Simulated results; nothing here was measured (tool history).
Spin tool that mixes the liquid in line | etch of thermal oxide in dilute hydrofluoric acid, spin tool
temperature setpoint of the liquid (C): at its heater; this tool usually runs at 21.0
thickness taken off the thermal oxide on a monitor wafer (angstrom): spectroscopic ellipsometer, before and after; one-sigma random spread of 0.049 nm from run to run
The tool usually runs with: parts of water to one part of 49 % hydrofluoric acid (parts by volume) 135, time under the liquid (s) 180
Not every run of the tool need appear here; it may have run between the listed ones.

| run | hour | temperature setpoint of the liquid (C) | parts of water to one part of 49 % hydrofluoric acid (parts by volume) | time under the liquid (s) | read-back film thickness of the thermal oxide reference wafer, read on the same gauge (nm) | thickness taken off the thermal oxide on a monitor wafer (angstrom) |
|---|---|---|---|---|---|---|
| 1 | 0.0 | 21.0 | 135 | 235 | 50.00 | 64.1 |
| 2 | 10.8 | 21.0 | 135 | 235 | 50.00 | 63.4 |
| 3 | 24.3 | 21.0 | 135 | 235 | 50.02 | 62.4 |
| 4 | 36.3 | 21.0 | 135 | 250 | 49.98 | 66.4 |
| 5 | 49.7 | 21.0 | 135 | 180 | 50.00 | 48.4 |
| 6 | 59.4 | 21.0 | 135 | 150 | 50.01 | 39.8 |
| 7 | 76.5 | 21.0 | 135 | 150 | 50.01 | 40.1 |
| 8 | 93.3 | 21.0 | 135 | 180 | 50.03 | 47.6 |
| 9 | 110.9 | 23.5 | 135 | 180 | 49.99 | 52.4 |
| 10 | 125.6 | 19.5 | 135 | 180 | 50.01 | 45.1 |
|  | 137.8 | gauge calibrated |
| 11 | 140.0 | 24.0 | 135 | 180 | 50.01 | 52.8 |
| 12 | 150.4 | 24.0 | 135 | 180 | 50.00 | 53.5 |
| 13 | 156.4 | 21.0 | 135 | 180 | 50.01 | 47.3 |
| 14 | 163.1 | 21.0 | 135 | 180 | 50.02 | 48.0 |
|  | 166.6 | thermometer replaced |
| 15 | 179.3 | 21.0 | 135 | 180 | 49.99 | 47.1 |
| 16 | 186.4 | 21.0 | 135 | 180 | 49.99 | 46.7 |
| 17 | 193.1 | 18.0 | 75 | 150 | 50.02 | 66.9 |
| 18 | 209.9 | 21.0 | 135 | 180 | 49.99 | 46.6 |
| 19 | 216.6 | 17.0 | 100 | 240 | 50.04 | 74.3 |
| 20 | 225.3 | 21.0 | 135 | 180 | 50.01 | 46.5 |
| 21 | 243.0 | 24.0 | 185 | 140 | 50.01 | 27.8 |
| 22 | 250.1 | 21.0 | 135 | 240 | 49.98 | 62.0 |
| 23 | 261.5 | 21.0 | 190 | 250 | 50.00 | 42.5 |
| 24 | 271.0 | 21.0 | 135 | 130 | 50.00 | 33.8 |
|  | 274.4 | hydrofluoric acid flow meter replaced |
| 25 | 279.2 | 21.0 | 190 | 180 | 50.01 | 35.4 |
| 26 | 291.6 | 21.0 | 135 | 180 | 50.00 | 53.8 |
| 27 | 301.8 | 23.5 | 135 | 180 | 50.00 | 57.8 |
| 28 | 313.2 | 21.0 | 190 | 180 | 49.98 | 35.3 |
|  | 316.0 | gauge calibrated |
| 29 | 330.6 | 26.0 | 70 | 255 | 50.00 | 190.4 |
| 30 | 342.5 | 25.0 | 135 | 180 | 50.00 | 62.5 |
| 31 | 352.1 | 21.0 | 135 | 180 | 50.00 | 53.3 |
| 32 | 369.9 | 17.5 | 135 | 100 | 50.01 | 25.3 |
| 33 | 381.4 | 21.0 | 135 | 180 | 50.00 | 52.5 |

Run-by-run hidden state of the tool:
liquid hotter than its thermometer reads (K): 0 across all the runs
gauge reads high (%): 0 across all the runs
H1: hydrofluoric acid flow below the setpoint (%)
| run | H1 |
|---|---|
| 1 | 8.9 |
| 2 | 9.04 |
| 3 | 9.22 |
| 4 | 9.38 |
| 5 | 9.56 |
| 6 | 9.69 |
| 7 | 9.91 |
| 8 | 10.1 |
| 9 | 10.4 |
| 10 | 10.6 |
| 11 | 10.8 |
| 12 | 10.9 |
| 13 | 11 |
| 14 | 11.1 |
| 15 | 11.3 |
| 16 | 11.4 |
| 17 | 11.5 |
| 18 | 11.7 |
| 19 | 11.8 |
| 20 | 11.9 |
| 21 | 12.1 |
| 22 | 12.2 |
| 23 | 12.4 |
| 24 | 12.5 |
| 25 | 1.67 |
| 26 | 1.83 |
| 27 | 1.97 |
| 28 | 2.12 |
| 29 | 2.35 |
| 30 | 2.51 |
| 31 | 2.64 |
| 32 | 2.87 |
| 33 | 3.03 |
